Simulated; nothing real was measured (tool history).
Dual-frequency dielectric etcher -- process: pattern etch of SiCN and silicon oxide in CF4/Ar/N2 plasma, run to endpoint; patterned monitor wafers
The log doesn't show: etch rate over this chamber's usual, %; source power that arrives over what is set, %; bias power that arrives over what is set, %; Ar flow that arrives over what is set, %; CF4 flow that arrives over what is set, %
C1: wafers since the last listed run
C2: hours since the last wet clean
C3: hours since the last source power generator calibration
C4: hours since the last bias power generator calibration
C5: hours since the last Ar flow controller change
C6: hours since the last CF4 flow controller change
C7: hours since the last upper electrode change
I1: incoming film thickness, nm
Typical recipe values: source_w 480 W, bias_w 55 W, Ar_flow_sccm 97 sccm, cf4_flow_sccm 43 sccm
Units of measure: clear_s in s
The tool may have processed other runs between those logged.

{"run": 1, "hour": 0.0, "source_w": 480, "bias_w": 55, "Ar_flow_sccm": 112, "cf4_flow_sccm": 43, "C1": 0, "C2": 14.8, "C3": 2422.4, "C4": 2799.8, "C5": 3246.1, "C6": 3030, "C7": 3006.2, "I1": 10.07, "clear_s": 12.7}
{"run": 2, "hour": 61.9, "source_w": 480, "bias_w": 55, "Ar_flow_sccm": 112, "cf4_flow_sccm": 43, "C1": 1269, "C2": 76.7, "C3": 2484.3, "C4": 2861.7, "C5": 3308, "C6": 3091.9, "C7": 3068.1, "I1": 10.08, "clear_s": 12.8}
{"run": 3, "hour": 95.0, "source_w": 480, "bias_w": 55, "Ar_flow_sccm": 97, "cf4_flow_sccm": 43, "C1": 679, "C2": 109.8, "C3": 2517.4, "C4": 2894.8, "C5": 3341.1, "C6": 3125, "C7": 3101.2, "I1": 10, "clear_s": 12.3}
{"run": 4, "hour": 155.7, "source_w": 480, "bias_w": 55, "Ar_flow_sccm": 97, "cf4_flow_sccm": 43, "C1": 1245, "C2": 170.5, "C3": 2578.1, "C4": 2955.5, "C5": 3401.8, "C6": 3185.7, "C7": 3161.9, "I1": 10.06, "clear_s": 12.4}
{"run": 5, "hour": 180.5, "source_w": 480, "bias_w": 55, "Ar_flow_sccm": 97, "cf4_flow_sccm": 37, "C1": 508, "C2": 195.3, "C3": 2602.9, "C4": 2980.3, "C5": 3426.6, "C6": 3210.5, "C7": 3186.7, "I1": 10.03, "clear_s": 12.8}
{"run": 6, "hour": 224.6, "source_w": 480, "bias_w": 55, "Ar_flow_sccm": 97, "cf4_flow_sccm": 37, "C1": 904, "C2": 239.4, "C3": 2647, "C4": 3024.4, "C5": 3470.7, "C6": 3254.6, "C7": 3230.8, "I1": 10.18, "clear_s": 13.1}
{"run": 7, "hour": 283.5, "source_w": 550, "bias_w": 55, "Ar_flow_sccm": 97, "cf4_flow_sccm": 43, "C1": 1208, "C2": 298.3, "C3": 2705.9, "C4": 3083.3, "C5": 3529.6, "C6": 3313.5, "C7": 3289.7, "I1": 10.02, "clear_s": 10.6}
{"hour": 326.3, "done": "bias power generator calibrated"}
{"run": 8, "hour": 330.7, "source_w": 550, "bias_w": 55, "Ar_flow_sccm": 97, "cf4_flow_sccm": 43, "C1": 886, "C2": 345.5, "C3": 2753.1, "C4": 4.4, "C5": 3576.8, "C6": 3360.7, "C7": 3336.9, "I1": 10.09, "clear_s": 10.6}
{"run": 9, "hour": 389.4, "source_w": 550, "bias_w": 55, "Ar_flow_sccm": 97, "cf4_flow_sccm": 43, "C1": 1204, "C2": 404.2, "C3": 2811.8, "C4": 63.1, "C5": 3635.5, "C6": 3419.4, "C7": 3395.6, "I1": 10.13, "clear_s": 10.8}
{"run": 10, "hour": 447.0, "source_w": 400, "bias_w": 55, "Ar_flow_sccm": 97, "cf4_flow_sccm": 43, "C1": 1181, "C2": 461.8, "C3": 2869.4, "C4": 120.7, "C5": 3693.1, "C6": 3477, "C7": 3453.2, "I1": 10.18, "clear_s": 15.5}
{"run": 11, "hour": 511.1, "source_w": 400, "bias_w": 55, "Ar_flow_sccm": 97, "cf4_flow_sccm": 43, "C1": 1314, "C2": 525.9, "C3": 2933.5, "C4": 184.8, "C5": 3757.2, "C6": 3541.1, "C7": 3517.3, "I1": 10.17, "clear_s": 15.4}
{"hour": 523.2, "done": "source power generator calibrated"}
{"run": 12, "hour": 550.4, "source_w": 380, "bias_w": 55, "Ar_flow_sccm": 83, "cf4_flow_sccm": 43, "C1": 724, "C2": 565.2, "C3": 27.2, "C4": 224.1, "C5": 3796.5, "C6": 3580.4, "C7": 3556.6, "I1": 10.06, "clear_s": 16.9}
{"run": 13, "hour": 589.7, "source_w": 480, "bias_w": 55, "Ar_flow_sccm": 116, "cf4_flow_sccm": 46, "C1": 806, "C2": 604.5, "C3": 66.5, "C4": 263.4, "C5": 3835.8, "C6": 3619.7, "C7": 3595.9, "I1": 10.03, "clear_s": 13.2}
{"hour": 623.2, "done": "Ar flow controller replaced"}
{"hour": 640.9, "done": "wet clean of the chamber"}
{"run": 14, "hour": 753.8, "source_w": 540, "bias_w": 45, "Ar_flow_sccm": 111, "cf4_flow_sccm": 39, "C1": 2881, "C2": 112.9, "C3": 230.6, "C4": 427.5, "C5": 130.6, "C6": 3783.8, "C7": 3760, "I1": 10.1, "clear_s": 12.7}
{"run": 15, "hour": 798.5, "source_w": 480, "bias_w": 55, "Ar_flow_sccm": 97, "cf4_flow_sccm": 40, "C1": 917, "C2": 157.6, "C3": 275.3, "C4": 472.2, "C5": 175.3, "C6": 3828.5, "C7": 3804.7, "I1": 10.06, "clear_s": 13.1}
{"hour": 810.0, "done": "CF4 flow controller replaced"}
{"run": 16, "hour": 866.6, "source_w": 480, "bias_w": 69, "Ar_flow_sccm": 110, "cf4_flow_sccm": 43, "C1": 1273, "C2": 225.7, "C3": 343.4, "C4": 540.3, "C5": 243.4, "C6": 56.6, "C7": 3872.8, "I1": 10.03, "clear_s": 12.1}
{"hour": 925.8, "done": "upper electrode replaced"}
{"run": 17, "hour": 926.3, "source_w": 380, "bias_w": 69, "Ar_flow_sccm": 110, "cf4_flow_sccm": 43, "C1": 732, "C2": 285.4, "C3": 403.1, "C4": 600, "C5": 303.1, "C6": 116.3, "C7": 0.5, "I1": 10.19, "clear_s": 16}
{"run": 18, "hour": 946.8, "source_w": 480, "bias_w": 55, "Ar_flow_sccm": 97, "cf4_flow_sccm": 43, "C1": 420, "C2": 305.9, "C3": 423.6, "C4": 620.5, "C5": 323.6, "C6": 136.8, "C7": 21, "I1": 10.13, "clear_s": 12.9}
{"run": 19, "hour": 979.5, "source_w": 440, "bias_w": 55, "Ar_flow_sccm": 97, "cf4_flow_sccm": 49, "C1": 670, "C2": 338.6, "C3": 456.3, "C4": 653.2, "C5": 356.3, "C6": 169.5, "C7": 53.7, "I1": 10.1, "clear_s": 13.8}
{"run": 20, "hour": 1022.9, "source_w": 480, "bias_w": 55, "Ar_flow_sccm": 97, "cf4_flow_sccm": 43, "C1": 890, "C2": 382, "C3": 499.7, "C4": 696.6, "C5": 399.7, "C6": 212.9, "C7": 97.1, "I1": 10.11, "clear_s": 12.8}
{"run": 21, "hour": 1056.9, "source_w": 480, "bias_w": 55, "Ar_flow_sccm": 118, "cf4_flow_sccm": 43, "C1": 697, "C2": 416, "C3": 533.7, "C4": 730.6, "C5": 433.7, "C6": 246.9, "C7": 131.1, "I1": 10.06, "clear_s": 13.2}
{"run": 22, "hour": 1106.4, "source_w": 480, "bias_w": 64, "Ar_flow_sccm": 97, "cf4_flow_sccm": 43, "C1": 1015, "C2": 465.5, "C3": 583.2, "C4": 780.1, "C5": 483.2, "C6": 296.4, "C7": 180.6, "I1": 10.15, "clear_s": 12.1}
{"run": 23, "hour": 1158.6, "source_w": 520, "bias_w": 64, "Ar_flow_sccm": 115, "cf4_flow_sccm": 37, "C1": 1070, "C2": 517.7, "C3": 635.4, "C4": 832.3, "C5": 535.4, "C6": 348.6, "C7": 232.8, "I1": 9.99, "clear_s": 11.7}
{"hour": 1244.7, "done": "wet clean of the chamber"}
{"run": 24, "hour": 1245.2, "source_w": 520, "bias_w": 64, "Ar_flow_sccm": 115, "cf4_flow_sccm": 37, "C1": 1284, "C2": 0.5, "C3": 722, "C4": 918.9, "C5": 622, "C6": 435.2, "C7": 319.4, "I1": 10.18, "clear_s": 12}

Branching from run 24: 4 alternative next runs. What would each branch give?
{"run": "A", "hour": 1245.6, "source_w": 600, "bias_w": 55, "Ar_flow_sccm": 97, "cf4_flow_sccm": 43, "C1": 8, "C2": 0.9, "C3": 722.4, "C4": 919.3, "C5": 622.4, "C6": 435.6, "C7": 319.8, "I1": 10.07, "clear_s": "?"}
{"run": "B", "hour": 1245.6, "source_w": 570, "bias_w": 55, "Ar_flow_sccm": 104, "cf4_flow_sccm": 51, "C1": 8, "C2": 0.9, "C3": 722.4, "C4": 919.3, "C5": 622.4, "C6": 435.6, "C7": 319.8, "I1": 10.07, "clear_s": "?"}
{"run": "C", "hour": 1245.6, "source_w": 480, "bias_w": 55, "Ar_flow_sccm": 85, "cf4_flow_sccm": 43, "C1": 8, "C2": 0.9, "C3": 722.4, "C4": 919.3, "C5": 622.4, "C6": 435.6, "C7": 319.8, "I1": 10.07, "clear_s": "?"}
{"run": "D", "hour": 1245.6, "source_w": 510, "bias_w": 55, "Ar_flow_sccm": 119, "cf4_flow_sccm": 53, "C1": 8, "C2": 0.9, "C3": 722.4, "C4": 919.3, "C5": 622.4, "C6": 435.6, "C7": 319.8, "I1": 10.07, "clear_s": "?"}

run=A clear_s=10
run=B clear_s=10.2
run=C clear_s=12.5
run=D clear_s=11.7
Without the tool's hidden state the same runs would have given:
run=A clear_s=10.3
run=B clear_s=10.5
run=C clear_s=12.9
run=D clear_s=12.1

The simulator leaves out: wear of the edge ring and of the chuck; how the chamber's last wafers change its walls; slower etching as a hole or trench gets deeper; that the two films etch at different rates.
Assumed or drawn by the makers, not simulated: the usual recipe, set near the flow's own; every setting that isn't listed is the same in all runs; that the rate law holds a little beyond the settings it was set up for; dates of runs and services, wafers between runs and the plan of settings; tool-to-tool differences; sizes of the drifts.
